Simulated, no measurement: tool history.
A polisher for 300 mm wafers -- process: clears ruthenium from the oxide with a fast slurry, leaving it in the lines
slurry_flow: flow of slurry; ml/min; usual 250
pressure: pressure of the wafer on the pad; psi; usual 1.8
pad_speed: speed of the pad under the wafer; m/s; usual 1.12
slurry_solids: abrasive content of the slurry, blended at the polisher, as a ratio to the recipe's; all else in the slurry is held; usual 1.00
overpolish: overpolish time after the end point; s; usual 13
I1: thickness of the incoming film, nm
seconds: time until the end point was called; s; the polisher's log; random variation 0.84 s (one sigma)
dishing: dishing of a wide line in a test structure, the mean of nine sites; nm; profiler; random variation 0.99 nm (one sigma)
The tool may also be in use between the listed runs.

{"run": 1, "day": 0.0, "slurry_flow": 190, "pressure": 1.6, "pad_speed": 1.12, "slurry_solids": 1.0, "overpolish": 13, "I1": 229.1, "seconds": 81.7, "dishing": 33.5}
{"run": 2, "day": 2.267, "slurry_flow": 190, "pressure": 1.6, "pad_speed": 1.12, "slurry_solids": 1.0, "overpolish": 13, "I1": 230.0, "seconds": 83.5, "dishing": 32.8}
{"run": 3, "day": 3.454, "slurry_flow": 250, "pressure": 1.6, "pad_speed": 1.12, "slurry_solids": 1.0, "overpolish": 13, "I1": 230.0, "seconds": 79.8, "dishing": 36.0}
{"run": 4, "day": 4.704, "slurry_flow": 250, "pressure": 1.6, "pad_speed": 1.12, "slurry_solids": 1.0, "overpolish": 13, "I1": 233.4, "seconds": 80.5, "dishing": 34.9}
{"run": 5, "day": 6.192, "slurry_flow": 250, "pressure": 1.8, "pad_speed": 1.12, "slurry_solids": 1.1, "overpolish": 13, "I1": 227.0, "seconds": 67.6, "dishing": 39.4}
{"day": 6.933, "done": "slurry blender recalibrated"}
{"run": 6, "day": 7.538, "slurry_flow": 250, "pressure": 1.8, "pad_speed": 1.12, "slurry_solids": 1.0, "overpolish": 7, "I1": 228.6, "seconds": 65.9, "dishing": 23.3}
{"day": 7.929, "done": "worn pad replaced by a new one"}
{"run": 7, "day": 10.362, "slurry_flow": 250, "pressure": 1.8, "pad_speed": 1.12, "slurry_solids": 1.0, "overpolish": 15, "I1": 225.8, "seconds": 67.2, "dishing": 46.8}
{"run": 8, "day": 12.767, "slurry_flow": 250, "pressure": 1.8, "pad_speed": 1.12, "slurry_solids": 1.0, "overpolish": 19, "I1": 229.0, "seconds": 64.8, "dishing": 56.8}
{"run": 9, "day": 14.962, "slurry_flow": 250, "pressure": 1.8, "pad_speed": 1.12, "slurry_solids": 1.0, "overpolish": 16, "I1": 229.9, "seconds": 64.3, "dishing": 46.6}
{"day": 15.433, "done": "head pressure recalibrated"}
{"day": 16.604, "done": "slurry nozzle cleaned"}
{"run": 10, "day": 16.771, "slurry_flow": 250, "pressure": 1.8, "pad_speed": 1.12, "slurry_solids": 1.0, "overpolish": 16, "I1": 234.7, "seconds": 73.9, "dishing": 45.0}
{"run": 11, "day": 17.971, "slurry_flow": 190, "pressure": 1.8, "pad_speed": 0.98, "slurry_solids": 1.0, "overpolish": 13, "I1": 232.5, "seconds": 85.1, "dishing": 32.2}
{"day": 18.175, "done": "worn pad replaced by a new one"}
{"day": 18.658, "done": "slurry blender recalibrated"}
{"run": 12, "day": 19.338, "slurry_flow": 190, "pressure": 1.8, "pad_speed": 0.98, "slurry_solids": 1.0, "overpolish": 13, "I1": 226.4, "seconds": 77.1, "dishing": 34.9}
{"run": 13, "day": 21.333, "slurry_flow": 210, "pressure": 1.8, "pad_speed": 1.12, "slurry_solids": 1.0, "overpolish": 13, "I1": 230.5, "seconds": 71.4, "dishing": 39.8}
{"run": 14, "day": 24.017, "slurry_flow": 190, "pressure": 1.8, "pad_speed": 0.98, "slurry_solids": 1.0, "overpolish": 13, "I1": 227.7, "seconds": 81.4, "dishing": 33.6}
{"run": 15, "day": 26.312, "slurry_flow": 250, "pressure": 1.2, "pad_speed": 1.34, "slurry_solids": 1.0, "overpolish": 13, "I1": 233.8, "seconds": 83.7, "dishing": 33.9}
{"day": 27.9, "done": "head pressure recalibrated"}
{"run": 16, "day": 28.112, "slurry_flow": 250, "pressure": 1.8, "pad_speed": 0.86, "slurry_solids": 1.0, "overpolish": 5, "I1": 233.9, "seconds": 94.7, "dishing": 12.5}
{"day": 28.638, "done": "worn pad replaced by a new one"}
{"day": 30.854, "done": "slurry blender recalibrated"}
{"run": 17, "day": 30.958, "slurry_flow": 250, "pressure": 1.8, "pad_speed": 1.12, "slurry_solids": 1.0, "overpolish": 13, "I1": 230.5, "seconds": 66.2, "dishing": 41.3}
{"run": 18, "day": 35.133, "slurry_flow": 250, "pressure": 2.3, "pad_speed": 1.12, "slurry_solids": 1.0, "overpolish": 13, "I1": 231.3, "seconds": 56.5, "dishing": 44.9}
{"day": 37.071, "done": "worn pad replaced by a new one"}
{"run": 19, "day": 37.967, "slurry_flow": 250, "pressure": 1.8, "pad_speed": 1.12, "slurry_solids": 1.1, "overpolish": 18, "I1": 234.2, "seconds": 67.2, "dishing": 56.1}
{"run": 20, "day": 40.375, "slurry_flow": 330, "pressure": 2.4, "pad_speed": 1.12, "slurry_solids": 0.85, "overpolish": 19, "I1": 226.6, "seconds": 54.7, "dishing": 64.2}
{"day": 40.854, "done": "head pressure recalibrated"}
{"day": 41.579, "done": "slurry nozzle cleaned"}
{"day": 43.029, "done": "slurry blender recalibrated"}
{"run": 21, "day": 43.05, "slurry_flow": 250, "pressure": 1.8, "pad_speed": 1.12, "slurry_solids": 1.0, "overpolish": 13, "I1": 226.7, "seconds": 66.2, "dishing": 39.7}
{"run": 22, "day": 44.438, "slurry_flow": 250, "pressure": 1.8, "pad_speed": 1.12, "slurry_solids": 0.7, "overpolish": 13, "I1": 230.2, "seconds": 85.4, "dishing": 32.2}
{"run": 23, "day": 47.217, "slurry_flow": 250, "pressure": 1.3, "pad_speed": 1.48, "slurry_solids": 0.75, "overpolish": 17, "I1": 226.9, "seconds": 83.1, "dishing": 40.6}
{"day": 47.704, "done": "worn pad replaced by a new one"}
{"run": 24, "day": 48.338, "slurry_flow": 250, "pressure": 1.8, "pad_speed": 1.12, "slurry_solids": 1.0, "overpolish": 13, "I1": 227.0, "seconds": 69.9, "dishing": 38.3}

3 options for the next run, each taken on its own from the tool as it stands now. Forecast them:
{"run": "A", "day": 48.358, "slurry_flow": 250, "pressure": 1.8, "pad_speed": 1.12, "slurry_solids": 1.0, "overpolish": 13, "I1": 229.9, "seconds": "?", "dishing": "?"}
{"run": "B", "day": 48.358, "slurry_flow": 165, "pressure": 1.8, "pad_speed": 1.32, "slurry_solids": 1.15, "overpolish": 13, "I1": 229.9, "seconds": "?", "dishing": "?"}
{"run": "C", "day": 48.358, "slurry_flow": 250, "pressure": 1.8, "pad_speed": 0.78, "slurry_solids": 1.25, "overpolish": 13, "I1": 229.9, "seconds": "?", "dishing": "?"}

run=A seconds=71.9 dishing=39.4
run=B seconds=61.6 dishing=45.4
run=C seconds=88.4 dishing=32.5
With the hidden condition removed and each run's random variation left untouched, the same runs would have given:
run=A seconds=68.7 dishing=41.1
run=B seconds=59.2 dishing=47.0
run=C seconds=85.3 dishing=33.6

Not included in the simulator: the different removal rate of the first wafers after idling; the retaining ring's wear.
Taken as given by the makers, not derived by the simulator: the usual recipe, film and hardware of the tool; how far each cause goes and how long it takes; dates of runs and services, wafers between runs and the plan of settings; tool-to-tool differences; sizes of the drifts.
